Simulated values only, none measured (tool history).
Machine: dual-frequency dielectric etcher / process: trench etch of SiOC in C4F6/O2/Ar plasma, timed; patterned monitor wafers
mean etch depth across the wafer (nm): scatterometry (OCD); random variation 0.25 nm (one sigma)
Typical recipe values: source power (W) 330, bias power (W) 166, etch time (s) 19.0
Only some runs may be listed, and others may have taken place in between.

run     day  source power (W)  bias power (W)  etch time (s)  wafers since the last listed run  hours since the last wet clean  hours since the last source power generator calibration  hours since the last bias power generator calibration  hours since the last upper electrode change  hours since the gauge calibration  read-back reference wafer on the same gauge, depth_nm  mean etch depth across the wafer (nm)
  1   0.000               330             166           19.0                                 0                           109.0                                                   2905.5                                                 1537.9                                       4531.5                              173.0                                                  42.22                                  36.03
  2   1.396               330             176           19.0                               646                           142.5                                                   2939.0                                                 1571.4                                       4565.0                              206.5                                                  42.23                                  36.55
  3   3.892               330             176           19.0                              1155                           202.4                                                   2998.9                                                 1631.3                                       4624.9                              266.4                                                  42.26                                  36.15
  4   5.938               330             176           19.0                               947                           251.5                                                   3048.0                                                 1680.4                                       4674.0                              315.5                                                  42.26                                  35.36
  5   7.746               330             166           19.0                               837                           294.9                                                   3091.4                                                 1723.8                                       4717.4                              358.9                                                  42.20                                  35.12
     10.742  -- wet clean of the chamber
  6  10.762               330             166           19.0                               933                             0.5                                                   3163.8                                                 1796.2                                       4789.8                              431.3                                                  42.19                                  36.25
  7  11.925               330             166           19.0                               538                            28.4                                                   3191.7                                                 1824.1                                       4817.7                              459.2                                                  42.18                                  36.57
  8  14.775               330             166           15.5                              1319                            96.8                                                   3260.1                                                 1892.5                                       4886.1                              527.6                                                  42.19                                  29.26
  9  16.683               330             166           15.5                               883                           142.6                                                   3305.9                                                 1938.3                                       4931.9                              573.4                                                  42.27                                  29.34
     17.775  -- gauge calibrated
 10  19.442               330             142           16.5                              1276                           208.8                                                   3372.1                                                 2004.5                                       4998.1                               40.0                                                  42.26                                  29.21
 11  20.896               400             183           22.0                               673                           243.7                                                   3407.0                                                 2039.4                                       5033.0                               74.9                                                  42.23                                  44.31
     22.258  -- source power generator calibrated
     22.488  -- bias power generator calibrated
     22.488  -- upper electrode replaced, of another model than before
 12  22.508               280             192           21.5                               591                           282.4                                                      6.0                                                    0.5                                          0.5                              113.6                                                  42.18                                  39.16
 13  24.700               330             201           15.0                              1014                           335.0                                                     58.6                                                   53.1                                         53.1                              166.2                                                  42.15                                  27.92
     26.388  -- wet clean of the chamber
 14  26.550               330             166           19.0                               393                             3.9                                                    103.0                                                   97.5                                         97.5                              210.6                                                  42.15                                  36.60
 15  28.717               380             181           19.0                              1003                            55.9                                                    155.0                                                  149.5                                        149.5                              262.6                                                  42.29                                  38.10
 16  30.846               360             166           19.0                               985                           107.0                                                    206.1                                                  200.6                                        200.6                              313.7                                                  42.16                                  36.60
 17  32.362               330             150           19.0                               702                           143.4                                                    242.5                                                  237.0                                        237.0                              350.1                                                  42.25                                  35.15
 18  34.054               330             166           19.0                               783                           184.0                                                    283.1                                                  277.6                                        277.6                              390.7                                                  42.13                                  35.54

Alternative continuations, all from the tool just after run 18; predict every row:
  A  34.071               330             166           19.0                                 7                           184.4                                                    283.5                                                  278.0                                        278.0                              391.1                                                      ?                                      ?
  B  34.071               400             166           22.0                                 7                           184.4                                                    283.5                                                  278.0                                        278.0                              391.1                                                      ?                                      ?
  C  34.071               260             166           21.5                                 7                           184.4                                                    283.5                                                  278.0                                        278.0                              391.1                                                      ?                                      ?
  D  34.071               330             150           21.5                                 7                           184.4                                                    283.5                                                  278.0                                        278.0                              391.1                                                      ?                                      ?
  E  34.071               260             125           24.0                                 7                           184.4                                                    283.5                                                  278.0                                        278.0                              391.1                                                      ?                                      ?

run  read-back reference wafer on the same gauge, depth_nm  mean etch depth across the wafer (nm)
  A                                                  42.26                                  35.71
  B                                                  42.26                                  43.18
  C                                                  42.26                                  38.49
  D                                                  42.26                                  39.80
  E                                                  42.26                                  41.27
Without the tool's hidden state the same runs would have given:
run  mean etch depth across the wafer (nm)
  A                                  36.64
  B                                  44.30
  C                                  39.49
  D                                  40.84
  E                                  42.34

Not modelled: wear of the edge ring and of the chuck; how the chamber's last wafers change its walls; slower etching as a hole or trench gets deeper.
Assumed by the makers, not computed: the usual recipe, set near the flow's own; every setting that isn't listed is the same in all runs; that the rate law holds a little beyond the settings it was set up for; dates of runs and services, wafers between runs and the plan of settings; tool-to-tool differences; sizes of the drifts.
